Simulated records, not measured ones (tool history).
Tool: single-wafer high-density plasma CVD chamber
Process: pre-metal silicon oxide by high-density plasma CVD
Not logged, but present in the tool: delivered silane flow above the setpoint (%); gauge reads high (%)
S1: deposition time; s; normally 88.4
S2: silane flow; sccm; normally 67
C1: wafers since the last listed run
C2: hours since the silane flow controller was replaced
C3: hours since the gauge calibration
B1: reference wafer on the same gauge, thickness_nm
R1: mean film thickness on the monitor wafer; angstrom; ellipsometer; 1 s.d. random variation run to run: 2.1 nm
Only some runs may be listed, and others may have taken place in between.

run 1 day=0 | S1=88.4 S2=59 | C1=0 C2=1415.2 C3=530 | B1=496.112 | R1=4194.36
run 2 day=1.504 | S1=88.4 S2=59 | C1=300 C2=1451.3 C3=566.1 | B1=494.926 | R1=4186.28
run 3 day=3.85 | S1=99.9 S2=72 | C1=468 C2=1507.6 C3=622.4 | B1=494.004 | R1=5665.2
-- day=7.612 gauge calibrated
run 4 day=8.2 | S1=88.4 S2=67 | C1=869 C2=1612 C3=14.1 | B1=494.695 | R1=4682.94
run 5 day=10.796 | S1=88.4 S2=67 | C1=518 C2=1674.3 C3=76.4 | B1=494.591 | R1=4671.72
run 6 day=13.833 | S1=80.7 S2=72 | C1=607 C2=1747.2 C3=149.3 | B1=495.496 | R1=4552.36
run 7 day=16.425 | S1=88.4 S2=67 | C1=518 C2=1809.4 C3=211.5 | B1=494.056 | R1=4667.43
-- day=18.629 silane flow controller replaced
run 8 day=20.871 | S1=82 S2=75 | C1=822 C2=53.8 C3=318.2 | B1=495.958 | R1=5115.54
run 9 day=24.167 | S1=88.4 S2=67 | C1=658 C2=132.9 C3=397.3 | B1=495.157 | R1=4934.49
run 10 day=26.196 | S1=101.2 S2=57 | C1=405 C2=181.6 C3=446 | B1=494.73 | R1=4844.84
run 11 day=30.417 | S1=78.2 S2=61 | C1=843 C2=282.9 C3=547.3 | B1=495.716 | R1=3957.25
-- day=31.058 gauge calibrated
run 12 day=32.271 | S1=88.4 S2=67 | C1=370 C2=327.4 C3=29.1 | B1=494.545 | R1=4909.34
run 13 day=34.408 | S1=71.1 S2=75 | C1=427 C2=378.7 C3=80.4 | B1=495.509 | R1=4349.69
run 14 day=38.375 | S1=76.9 S2=60 | C1=792 C2=473.9 C3=175.6 | B1=494.985 | R1=3820.58
run 15 day=42.288 | S1=98.5 S2=79 | C1=782 C2=567.8 C3=269.5 | B1=495.092 | R1=6324.97

Each row is a separate what-if for the run after 15, all from the same tool condition, not one after another. Results?
run A day=42.304 | S1=88.4 S2=67 | C1=3 C2=568.2 C3=269.9 | B1=? | R1=?
run B day=42.304 | S1=71.2 S2=61 | C1=3 C2=568.2 C3=269.9 | B1=? | R1=?
run C day=42.304 | S1=74.9 S2=61 | C1=3 C2=568.2 C3=269.9 | B1=? | R1=?

run=A B1=495.579 R1=4853.79
run=B B1=495.579 R1=3580.81
run=C B1=495.579 R1=3766.9
Without the tool's hidden state the same runs would have given:
run=A R1=4943.52
run=B R1=3647.01
run=C R1=3836.53
